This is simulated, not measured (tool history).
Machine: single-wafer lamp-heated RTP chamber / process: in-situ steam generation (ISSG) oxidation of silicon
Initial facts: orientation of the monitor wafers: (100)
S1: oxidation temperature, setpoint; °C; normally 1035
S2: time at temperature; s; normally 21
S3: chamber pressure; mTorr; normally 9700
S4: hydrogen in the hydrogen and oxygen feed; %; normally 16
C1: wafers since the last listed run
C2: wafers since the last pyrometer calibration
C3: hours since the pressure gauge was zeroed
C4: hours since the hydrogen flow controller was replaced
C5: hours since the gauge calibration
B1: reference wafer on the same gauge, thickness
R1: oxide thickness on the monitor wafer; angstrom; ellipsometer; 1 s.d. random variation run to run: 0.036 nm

run 1 hour=0.0 | S1=1035 S2=21 S3=9700 S4=16 | C1=0 C2=840 C3=2224.9 C4=2786.5 C5=203.1 | B1=7.396 | R1=66.31
run 2 hour=17.5 | S1=1035 S2=25 S3=9700 S4=16 | C1=116 C2=957 C3=2242.4 C4=2804.0 C5=220.6 | B1=7.402 | R1=72.88
run 3 hour=28.2 | S1=1035 S2=25 S3=9700 S4=16 | C1=71 C2=1028 C3=2253.1 C4=2814.7 C5=231.3 | B1=7.408 | R1=73.38
run 4 hour=39.1 | S1=1035 S2=25 S3=9700 S4=16 | C1=72 C2=1101 C3=2264.0 C4=2825.6 C5=242.2 | B1=7.393 | R1=72.41
run 5 hour=51.2 | S1=1035 S2=21 S3=9700 S4=16 | C1=80 C2=1181 C3=2276.1 C4=2837.7 C5=254.3 | B1=7.404 | R1=66.91
run 6 hour=60.8 | S1=1035 S2=21 S3=9700 S4=16 | C1=63 C2=1245 C3=2285.7 C4=2847.3 C5=263.9 | B1=7.400 | R1=67.00
run 7 hour=77.9 | S1=1035 S2=21 S3=9700 S4=16 | C1=113 C2=1359 C3=2302.8 C4=2864.4 C5=281.0 | B1=7.407 | R1=67.46
run 8 hour=87.7 | S1=1035 S2=21 S3=9700 S4=16 | C1=65 C2=1425 C3=2312.6 C4=2874.2 C5=290.8 | B1=7.423 | R1=66.86
-- hour=98.2 gauge calibrated
run 9 hour=101.9 | S1=1035 S2=21 S3=9700 S4=16 | C1=94 C2=1519 C3=2326.8 C4=2888.4 C5=3.7 | B1=7.394 | R1=67.83
run 10 hour=116.5 | S1=1035 S2=21 S3=9700 S4=16 | C1=97 C2=1617 C3=2341.4 C4=2903.0 C5=18.3 | B1=7.404 | R1=67.21
run 11 hour=127.1 | S1=1035 S2=21 S3=9700 S4=16 | C1=70 C2=1687 C3=2352.0 C4=2913.6 C5=28.9 | B1=7.399 | R1=67.53
-- hour=144.8 pressure gauge zeroed
run 12 hour=145.3 | S1=1035 S2=21 S3=9700 S4=16 | C1=67 C2=1755 C3=0.5 C4=2931.8 C5=47.1 | B1=7.411 | R1=68.09
-- hour=154.6 pyrometer window cleaned and pyrometer calibrated
-- hour=155.8 hydrogen flow controller replaced
run 13 hour=156.3 | S1=1035 S2=21 S3=9700 S4=20 | C1=11 C2=3 C3=11.5 C4=0.5 C5=58.1 | B1=7.396 | R1=72.46
run 14 hour=156.7 | S1=1049 S2=21 S3=9700 S4=16 | C1=2 C2=5 C3=11.9 C4=0.9 C5=58.5 | B1=7.393 | R1=74.80
run 15 hour=167.1 | S1=1035 S2=25 S3=9700 S4=16 | C1=69 C2=75 C3=22.3 C4=11.3 C5=68.9 | B1=7.412 | R1=75.23
run 16 hour=177.0 | S1=1035 S2=21 S3=8900 S4=16 | C1=65 C2=141 C3=32.2 C4=21.2 C5=78.8 | B1=7.401 | R1=69.64
run 17 hour=183.7 | S1=1035 S2=21 S3=8400 S4=11 | C1=44 C2=185 C3=38.9 C4=27.9 C5=85.5 | B1=7.401 | R1=64.70
-- hour=199.7 pyrometer window cleaned and pyrometer calibrated, repeated, since the last time left the tool worse
run 18 hour=200.2 | S1=1035 S2=21 S3=9700 S4=16 | C1=56 C2=3 C3=55.4 C4=44.4 C5=102.0 | B1=7.397 | R1=66.02
run 19 hour=202.7 | S1=1035 S2=21 S3=9700 S4=16 | C1=16 C2=19 C3=57.9 C4=46.9 C5=104.5 | B1=7.420 | R1=66.02
run 20 hour=209.6 | S1=1050 S2=28 S3=9200 S4=20 | C1=45 C2=65 C3=64.8 C4=53.8 C5=111.4 | B1=7.411 | R1=87.23
run 21 hour=218.5 | S1=1035 S2=21 S3=10200 S4=19 | C1=59 C2=125 C3=73.7 C4=62.7 C5=120.3 | B1=7.411 | R1=67.96
run 22 hour=231.7 | S1=1042 S2=28 S3=10200 S4=16 | C1=87 C2=213 C3=86.9 C4=75.9 C5=133.5 | B1=7.387 | R1=79.33
run 23 hour=243.7 | S1=1053 S2=21 S3=9700 S4=11 | C1=79 C2=293 C3=98.9 C4=87.9 C5=145.5 | B1=7.404 | R1=67.52
run 24 hour=258.4 | S1=1017 S2=26 S3=8300 S4=13 | C1=97 C2=391 C3=113.6 C4=102.6 C5=160.2 | B1=7.393 | R1=66.05
run 25 hour=269.2 | S1=1035 S2=21 S3=9700 S4=19 | C1=71 C2=463 C3=124.4 C4=113.4 C5=171.0 | B1=7.390 | R1=68.63
run 26 hour=284.3 | S1=1035 S2=18 S3=9700 S4=16 | C1=100 C2=563 C3=139.5 C4=128.5 C5=186.1 | B1=7.412 | R1=61.09
run 27 hour=300.3 | S1=1035 S2=21 S3=8200 S4=24 | C1=106 C2=670 C3=155.5 C4=144.5 C5=202.1 | B1=7.408 | R1=73.56
run 28 hour=313.5 | S1=1024 S2=24 S3=10200 S4=21 | C1=87 C2=758 C3=168.7 C4=157.7 C5=215.3 | B1=7.404 | R1=70.26

State the hidden condition of the tool at each of the runs:
true pressure minus gauge reading, Torr: 0 in every run
deviation of the hydrogen flow from its setpoint, %: 0 in every run
gauge reads high (%): 0 in every run
H1: true wafer temperature minus pyrometer reading, K
run=1 H1=1.45
run=2 H1=1.85
run=3 H1=2.12
run=4 H1=2.42
run=5 H1=2.77
run=6 H1=3.07
run=7 H1=3.64
run=8 H1=3.98
run=9 H1=4.52
run=10 H1=5.1
run=11 H1=5.55
run=12 H1=6.36
run=13 H1=9.74
run=14 H1=9.74
run=15 H1=9.75
run=16 H1=9.78
run=17 H1=9.81
run=18 H1=0.382
run=19 H1=0.383
run=20 H1=0.39
run=21 H1=0.412
run=22 H1=0.469
run=23 H1=0.546
run=24 H1=0.674
run=25 H1=0.792
run=26 H1=0.989
run=27 H1=1.24
run=28 H1=1.48

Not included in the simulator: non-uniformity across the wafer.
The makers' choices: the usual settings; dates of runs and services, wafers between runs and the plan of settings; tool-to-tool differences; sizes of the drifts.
